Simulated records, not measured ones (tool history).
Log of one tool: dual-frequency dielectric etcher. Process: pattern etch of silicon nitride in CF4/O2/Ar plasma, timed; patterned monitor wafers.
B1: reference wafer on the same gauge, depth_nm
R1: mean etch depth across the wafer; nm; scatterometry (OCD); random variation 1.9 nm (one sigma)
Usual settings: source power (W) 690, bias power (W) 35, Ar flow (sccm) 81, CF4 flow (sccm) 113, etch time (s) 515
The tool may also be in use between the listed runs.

{"run": 1, "hour": 0.0, "source power (W)": 690, "bias power (W)": 35, "Ar flow (sccm)": 77, "CF4 flow (sccm)": 113, "etch time (s)": 515, "B1": 1439.8, "R1": 1171.1}
{"run": 2, "hour": 32.2, "source power (W)": 690, "bias power (W)": 35, "Ar flow (sccm)": 81, "CF4 flow (sccm)": 113, "etch time (s)": 515, "B1": 1440.5, "R1": 1164.1}
{"run": 3, "hour": 62.5, "source power (W)": 690, "bias power (W)": 35, "Ar flow (sccm)": 81, "CF4 flow (sccm)": 113, "etch time (s)": 515, "B1": 1440.1, "R1": 1162.6}
{"run": 4, "hour": 93.0, "source power (W)": 690, "bias power (W)": 28, "Ar flow (sccm)": 81, "CF4 flow (sccm)": 113, "etch time (s)": 515, "B1": 1439.8, "R1": 1103.5}
{"run": 5, "hour": 119.1, "source power (W)": 690, "bias power (W)": 28, "Ar flow (sccm)": 81, "CF4 flow (sccm)": 113, "etch time (s)": 515, "B1": 1440.1, "R1": 1100.9}
{"run": 6, "hour": 150.2, "source power (W)": 690, "bias power (W)": 35, "Ar flow (sccm)": 81, "CF4 flow (sccm)": 113, "etch time (s)": 515, "B1": 1440, "R1": 1170.8}
{"hour": 168.2, "done": "gauge calibrated"}
{"hour": 189.5, "done": "Ar flow controller replaced"}
{"hour": 204.4, "done": "wet clean of the chamber"}
{"run": 7, "hour": 204.9, "source power (W)": 690, "bias power (W)": 35, "Ar flow (sccm)": 81, "CF4 flow (sccm)": 113, "etch time (s)": 515, "B1": 1440.3, "R1": 1149.3}
{"run": 8, "hour": 205.3, "source power (W)": 690, "bias power (W)": 35, "Ar flow (sccm)": 81, "CF4 flow (sccm)": 113, "etch time (s)": 515, "B1": 1440.1, "R1": 1151.7}
{"hour": 245.6, "done": "upper electrode replaced"}
{"run": 9, "hour": 246.1, "source power (W)": 810, "bias power (W)": 35, "Ar flow (sccm)": 81, "CF4 flow (sccm)": 94, "etch time (s)": 515, "B1": 1439.5, "R1": 1324.2}
{"run": 10, "hour": 247.5, "source power (W)": 810, "bias power (W)": 35, "Ar flow (sccm)": 81, "CF4 flow (sccm)": 94, "etch time (s)": 515, "B1": 1439.6, "R1": 1327.7}
{"run": 11, "hour": 275.2, "source power (W)": 690, "bias power (W)": 41, "Ar flow (sccm)": 81, "CF4 flow (sccm)": 113, "etch time (s)": 428, "B1": 1440, "R1": 1002}
{"run": 12, "hour": 301.3, "source power (W)": 760, "bias power (W)": 38, "Ar flow (sccm)": 66, "CF4 flow (sccm)": 103, "etch time (s)": 515, "B1": 1440.4, "R1": 1316}
{"run": 13, "hour": 327.0, "source power (W)": 600, "bias power (W)": 42, "Ar flow (sccm)": 81, "CF4 flow (sccm)": 121, "etch time (s)": 515, "B1": 1440.5, "R1": 1050.5}
{"run": 14, "hour": 356.9, "source power (W)": 690, "bias power (W)": 35, "Ar flow (sccm)": 81, "CF4 flow (sccm)": 113, "etch time (s)": 604, "B1": 1440.1, "R1": 1357.1}
{"hour": 371.6, "done": "source power generator calibrated"}
{"run": 15, "hour": 388.9, "source power (W)": 690, "bias power (W)": 35, "Ar flow (sccm)": 81, "CF4 flow (sccm)": 113, "etch time (s)": 515, "B1": 1440.1, "R1": 1229}
{"hour": 393.7, "done": "bias power generator calibrated"}
{"run": 16, "hour": 409.4, "source power (W)": 610, "bias power (W)": 40, "Ar flow (sccm)": 81, "CF4 flow (sccm)": 101, "etch time (s)": 456.5, "B1": 1440.1, "R1": 970.3}
{"hour": 439.7, "done": "CF4 flow controller replaced"}
{"run": 17, "hour": 448.5, "source power (W)": 690, "bias power (W)": 30, "Ar flow (sccm)": 71, "CF4 flow (sccm)": 113, "etch time (s)": 640, "B1": 1439.9, "R1": 1484.8}
{"run": 18, "hour": 472.6, "source power (W)": 690, "bias power (W)": 35, "Ar flow (sccm)": 81, "CF4 flow (sccm)": 113, "etch time (s)": 515, "B1": 1439.9, "R1": 1226.8}
{"run": 19, "hour": 498.8, "source power (W)": 800, "bias power (W)": 35, "Ar flow (sccm)": 81, "CF4 flow (sccm)": 113, "etch time (s)": 661, "B1": 1440.3, "R1": 1844.7}
{"run": 20, "hour": 528.3, "source power (W)": 690, "bias power (W)": 35, "Ar flow (sccm)": 81, "CF4 flow (sccm)": 113, "etch time (s)": 421.5, "B1": 1440.4, "R1": 1005.6}
{"run": 21, "hour": 556.9, "source power (W)": 840, "bias power (W)": 42, "Ar flow (sccm)": 81, "CF4 flow (sccm)": 113, "etch time (s)": 515, "B1": 1439.8, "R1": 1587.3}
{"run": 22, "hour": 591.6, "source power (W)": 740, "bias power (W)": 40, "Ar flow (sccm)": 88, "CF4 flow (sccm)": 113, "etch time (s)": 441, "B1": 1440, "R1": 1161.8}

Forecast each of these 3 alternatives for the next run:
{"run": "A", "hour": 592.2, "source power (W)": 760, "bias power (W)": 35, "Ar flow (sccm)": 81, "CF4 flow (sccm)": 113, "etch time (s)": 515, "B1": "?", "R1": "?"}
{"run": "B", "hour": 592.2, "source power (W)": 690, "bias power (W)": 35, "Ar flow (sccm)": 81, "CF4 flow (sccm)": 113, "etch time (s)": 454.5, "B1": "?", "R1": "?"}
{"run": "C", "hour": 592.2, "source power (W)": 690, "bias power (W)": 42, "Ar flow (sccm)": 68, "CF4 flow (sccm)": 133, "etch time (s)": 515, "B1": "?", "R1": "?"}

run=A B1=1440.2 R1=1359.3
run=B B1=1440.2 R1=1082.2
run=C B1=1440.2 R1=1336.3
Without the tool's hidden state the same runs would have given:
run=A R1=1342.1
run=B R1=1068.5
run=C R1=1319.4

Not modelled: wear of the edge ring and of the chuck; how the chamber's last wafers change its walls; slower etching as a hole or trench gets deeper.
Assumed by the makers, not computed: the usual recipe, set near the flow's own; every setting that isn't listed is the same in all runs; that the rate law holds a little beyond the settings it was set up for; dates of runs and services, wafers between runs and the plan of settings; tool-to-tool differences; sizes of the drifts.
